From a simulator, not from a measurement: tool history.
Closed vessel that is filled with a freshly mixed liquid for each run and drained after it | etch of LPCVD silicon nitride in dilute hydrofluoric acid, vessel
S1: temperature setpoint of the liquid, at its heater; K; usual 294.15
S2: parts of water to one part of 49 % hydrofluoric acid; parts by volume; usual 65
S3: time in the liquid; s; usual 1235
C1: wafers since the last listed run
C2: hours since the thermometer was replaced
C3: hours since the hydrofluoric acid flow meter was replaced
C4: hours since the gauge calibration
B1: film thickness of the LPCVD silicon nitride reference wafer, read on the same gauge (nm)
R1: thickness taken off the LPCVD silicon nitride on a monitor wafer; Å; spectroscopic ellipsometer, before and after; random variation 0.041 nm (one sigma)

Run 1, hour 0.0: usual settings but S2 55 parts by volume; C1 0; C2 2722.0; C3 646.5; C4 8.2; B1 59.99. Result: R1 97.0 Å.
Run 2, hour 6.2: usual settings but S2 55 parts by volume; C1 275; C2 2728.2; C3 652.7; C4 14.4; B1 59.99. Result: R1 97.0 Å.
Run 3, hour 23.3: usual settings but S2 55 parts by volume; C1 759; C2 2745.3; C3 669.8; C4 31.5; B1 60.01. Result: R1 97.7 Å.
Run 4, hour 34.9: usual settings; C1 515; C2 2756.9; C3 681.4; C4 43.1; B1 59.99. Result: R1 83.1 Å.
Run 5, hour 41.2: usual settings; C1 279; C2 2763.2; C3 687.7; C4 49.4; B1 59.97. Result: R1 82.9 Å.
Run 6, hour 54.3: usual settings; C1 581; C2 2776.3; C3 700.8; C4 62.5; B1 59.95. Result: R1 83.0 Å.
Run 7, hour 65.0: usual settings; C1 475; C2 2787.0; C3 711.5; C4 73.2; B1 60.01. Result: R1 84.0 Å.
At hour 66.7: thermometer replaced.
Run 8, hour 75.2: usual settings; C1 408; C2 8.5; C3 721.7; C4 83.4; B1 60.00. Result: R1 83.0 Å.
Run 9, hour 86.7: usual settings; C1 510; C2 20.0; C3 733.2; C4 94.9; B1 59.96. Result: R1 84.1 Å.
At hour 91.1: gauge calibrated.
Run 10, hour 102.8: usual settings but S1 296.65 K, S2 80 parts by volume, S3 1880 s; C1 714; C2 36.1; C3 749.3; C4 11.7; B1 60.01. Result: R1 122.3 Å.
Run 11, hour 113.1: usual settings but S1 297.15 K; C1 457; C2 46.4; C3 759.6; C4 22.0; B1 60.06. Result: R1 103.4 Å.
Run 12, hour 121.9: usual settings but S1 299.15 K, S2 45 parts by volume, S3 825 s; C1 390; C2 55.2; C3 768.4; C4 30.8; B1 60.01. Result: R1 112.7 Å.
Run 13, hour 131.3: usual settings but S1 291.65 K, S2 75 parts by volume, S3 770 s; C1 417; C2 64.6; C3 777.8; C4 40.2; B1 59.99. Result: R1 38.7 Å.
At hour 141.3: hydrofluoric acid flow meter replaced.
Run 14, hour 148.8: usual settings but S1 295.65 K, S2 55 parts by volume, S3 1655 s; C1 732; C2 82.1; C3 7.5; C4 57.7; B1 60.05. Result: R1 132.9 Å.
Run 15, hour 166.5: usual settings; C1 785; C2 99.8; C3 25.2; C4 75.4; B1 60.01. Result: R1 75.7 Å.
Run 16, hour 174.5: usual settings; C1 355; C2 107.8; C3 33.2; C4 83.4; B1 60.00. Result: R1 75.6 Å.
Run 17, hour 184.2: usual settings but S1 297.65 K, S2 40 parts by volume, S3 745 s; C1 430; C2 117.5; C3 42.9; C4 93.1; B1 59.98. Result: R1 94.1 Å.

Forecast run 18:
Run 18, hour 191.1: usual settings; C1 306; C2 124.4; C3 49.8; C4 100.0; B1 ?. Result: R1 ?.

{"run 18": {"B1": 60.04, "R1": 76.8}}
Without the tool's hidden state the same run would have given R1 75.8 Å.
